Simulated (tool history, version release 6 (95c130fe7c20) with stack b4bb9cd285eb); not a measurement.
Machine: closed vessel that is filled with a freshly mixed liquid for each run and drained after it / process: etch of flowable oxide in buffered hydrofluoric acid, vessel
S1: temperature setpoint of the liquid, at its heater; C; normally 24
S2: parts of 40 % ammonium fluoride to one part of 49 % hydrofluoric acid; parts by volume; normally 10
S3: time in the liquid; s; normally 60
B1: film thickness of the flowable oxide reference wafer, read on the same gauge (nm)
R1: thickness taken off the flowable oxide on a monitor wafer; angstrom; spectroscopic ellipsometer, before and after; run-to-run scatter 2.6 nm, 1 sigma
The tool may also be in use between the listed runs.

Run 1, day 0: usual settings but S1 26.5 C, S3 50 s; B1 60. Result: R1 3278.2 angstrom.
At day 0.812: hydrofluoric acid flow meter replaced.
Run 2, day 1.542: usual settings but S1 26.5 C, S3 50 s; B1 59.99. Result: R1 3403.3 angstrom.
Run 3, day 3.983: usual settings but S1 26.5 C, S3 50 s; B1 59.99. Result: R1 3483.6 angstrom.
Run 4, day 6.825: usual settings but S3 35 s; B1 60. Result: R1 2081.9 angstrom.
Run 5, day 9.646: usual settings; B1 60. Result: R1 3608.2 angstrom.
Run 6, day 11.021: usual settings; B1 60.01. Result: R1 3648.8 angstrom.
Run 7, day 12.25: usual settings; B1 59.98. Result: R1 3645.3 angstrom.
Run 8, day 13.529: usual settings; B1 60. Result: R1 3650.4 angstrom.
Run 9, day 14.679: usual settings; B1 60. Result: R1 3593.2 angstrom.
Run 10, day 21.942: usual settings; B1 60. Result: R1 3588.5 angstrom.
Run 11, day 23.333: usual settings but S1 25.5 C, S2 12 parts by volume, S3 95 s; B1 60. Result: R1 5162 angstrom.
Run 12, day 24.517: usual settings but S3 50 s; B1 59.97. Result: R1 3010.9 angstrom.
Run 13, day 26.45: usual settings but S2 6.5 parts by volume; B1 59.99. Result: R1 5458.5 angstrom.
At day 26.617: gauge calibrated.
Run 14, day 27.604: usual settings; B1 60.01. Result: R1 3563.9 angstrom.
Run 15, day 29.467: usual settings but S2 12 parts by volume, S3 75 s; B1 60. Result: R1 3762.6 angstrom.
Run 16, day 31.092: usual settings; B1 60. Result: R1 3602.3 angstrom.
Run 17, day 32.292: usual settings but S1 20.5 C, S2 14 parts by volume; B1 60. Result: R1 2145.5 angstrom.
Run 18, day 33.979: usual settings but S1 21.5 C, S2 8 parts by volume, S3 95 s; B1 59.97. Result: R1 6015 angstrom.
Run 19, day 35.767: usual settings but S1 21 C, S2 7 parts by volume, S3 45 s; B1 60. Result: R1 3207 angstrom.
Run 20, day 37.704: usual settings but S3 90 s; B1 60.01. Result: R1 5505.8 angstrom.
Run 21, day 40.254: usual settings but S3 30 s; B1 60. Result: R1 1808.1 angstrom.
Run 22, day 41.55: usual settings; B1 59.99. Result: R1 3643 angstrom.
Run 23, day 43.9: usual settings; B1 59.99. Result: R1 3610.8 angstrom.
Run 24, day 45.392: usual settings but S1 21 C, S2 13.5 parts by volume; B1 59.99. Result: R1 2292.2 angstrom.
At day 48.312: hydrofluoric acid flow meter replaced.
Run 25, day 48.35: usual settings but S1 25.5 C; B1 60. Result: R1 4069.3 angstrom.
Run 26, day 50.833: usual settings but S1 20 C, S2 11.5 parts by volume, S3 75 s; B1 60. Result: R1 3292.8 angstrom.
At day 52.442: thermometer replaced.
Run 27, day 58.279: usual settings; B1 60. Result: R1 3483.1 angstrom.
Run 28, day 59.917: usual settings; B1 59.99. Result: R1 3448.4 angstrom.

Run 29 has not been measured yet. What should we expect?
Run 29, day 62.704: usual settings; B1 ?. Result: R1 ?.

{"run 29": {"B1": 60, "R1": 3460.8}}
Had the tool carried no hidden state, the very same run would have given R1 3460.1 angstrom.
